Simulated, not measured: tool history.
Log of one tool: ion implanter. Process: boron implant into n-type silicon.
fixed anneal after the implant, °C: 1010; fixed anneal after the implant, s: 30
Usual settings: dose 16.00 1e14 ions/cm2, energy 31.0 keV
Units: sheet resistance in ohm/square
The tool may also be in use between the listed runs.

run,hour,dose,energy,"read-back reference wafer on the same gauge, sheet resistance",sheet resistance
1,0.0,16.00,24.0,69.61,88.32
2,70.5,16.00,24.0,69.74,87.63
3,176.1,16.00,31.0,69.69,84.18
4,222.5,16.00,31.0,69.70,83.88
5,287.9,16.00,31.0,69.73,82.89
6,350.7,15.03,34.0,69.53,86.09
# hour 361.2: gauge calibrated
# hour 364.7: extraction supply calibrated
7,457.2,15.03,34.0,69.83,87.00
# hour 472.1: Faraday cup replaced and dose calibrated
8,555.0,20.57,31.0,69.66,70.87
9,669.1,13.71,39.5,69.73,94.12
10,717.8,20.44,37.5,69.63,68.49
11,780.4,16.00,31.0,69.81,83.06
12,887.7,12.18,31.0,69.67,103.64
# hour 976.7: Faraday cup replaced and dose calibrated
13,977.2,16.00,21.0,69.79,92.04
14,1021.9,19.88,41.0,69.59,70.12

Forecast each of these 4 alternatives for the next run:
A,1022.3,16.00,31.0,?,?
B,1022.3,20.70,34.5,?,?
C,1022.3,16.00,40.0,?,?
D,1022.3,13.97,31.0,?,?

run,"read-back reference wafer on the same gauge, sheet resistance",sheet resistance
A,69.63,84.70
B,69.63,68.92
C,69.63,82.80
D,69.63,94.28
Without the tool's hidden state the same runs would have given:
run,sheet resistance
A,85.59
B,69.59
C,83.73
D,95.31

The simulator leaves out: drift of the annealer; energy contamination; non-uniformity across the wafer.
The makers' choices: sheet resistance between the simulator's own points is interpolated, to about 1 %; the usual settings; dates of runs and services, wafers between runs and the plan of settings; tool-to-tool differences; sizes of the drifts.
